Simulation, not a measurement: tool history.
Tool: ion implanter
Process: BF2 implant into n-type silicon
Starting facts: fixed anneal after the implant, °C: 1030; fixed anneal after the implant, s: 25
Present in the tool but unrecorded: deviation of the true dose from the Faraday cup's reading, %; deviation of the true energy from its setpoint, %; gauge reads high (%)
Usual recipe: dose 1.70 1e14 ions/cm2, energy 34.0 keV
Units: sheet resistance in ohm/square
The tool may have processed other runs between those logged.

run   hour  dose  energy  wafers since the last listed run  hours since the last dose calibration  hours since the extraction supply was calibrated  hours since the gauge calibration  read-back reference wafer on the same gauge, sheet resistance  sheet resistance
  1    0.0  1.70    34.0                                 0                                  898.8                                            6122.1                             1145.2                                                         438.11            547.57
  2   70.4  1.70    34.0                               876                                  969.2                                            6192.5                             1215.6                                                         436.44            551.13
  3  101.7  1.70    34.0                               389                                 1000.5                                            6223.8                             1246.9                                                         435.99            541.89
  4  153.2  1.70    25.0                               640                                 1052.0                                            6275.3                             1298.4                                                         434.56            559.01
  5  224.6  1.70    25.0                               888                                 1123.4                                            6346.7                             1369.8                                                         432.56            561.89
  6  260.9  1.56    34.0                               451                                 1159.7                                            6383.0                             1406.1                                                         430.55            574.12
  7  332.6  1.56    34.0                               892                                 1231.4                                            6454.7                             1477.8                                                         428.25            574.81
  8  394.0  1.56    34.0                               764                                 1292.8                                            6516.1                             1539.2                                                         426.38            570.28
  9  436.4  1.70    34.0                               527                                 1335.2                                            6558.5                             1581.6                                                         423.80            531.45
 10  469.7  1.70    34.0                               414                                 1368.5                                            6591.8                             1614.9                                                         424.23            529.51
 11  537.5  1.70    34.0                               843                                 1436.3                                            6659.6                             1682.7                                                         420.87            524.44
     560.2  -- gauge calibrated
 12  595.7  1.49    27.0                               724                                 1494.5                                            6717.8                               35.5                                                         453.59            651.41
 13  639.7  1.82    34.0                               547                                 1538.5                                            6761.8                               79.5                                                         454.62            532.48
     678.9  -- extraction supply calibrated
 14  681.0  1.82    34.0                               414                                 1579.8                                               2.1                              120.8                                                         453.33            529.48
 15  720.2  1.55    22.5                               487                                 1619.0                                              41.3                              160.0                                                         452.83            642.48
 16  765.7  2.01    34.0                               566                                 1664.5                                              86.8                              205.5                                                         453.58            494.61

What will run 17 give?
 17  796.3  1.94    23.0                               380                                 1695.1                                             117.4                              236.1                                                              ?                 ?

{"run 17": {"read-back reference wafer on the same gauge, sheet resistance": 452.19, "sheet resistance": 525.8}}
If the tool had no hidden condition, the same run with the same run-to-run variation would have returned sheet resistance 526.15 ohm/square.

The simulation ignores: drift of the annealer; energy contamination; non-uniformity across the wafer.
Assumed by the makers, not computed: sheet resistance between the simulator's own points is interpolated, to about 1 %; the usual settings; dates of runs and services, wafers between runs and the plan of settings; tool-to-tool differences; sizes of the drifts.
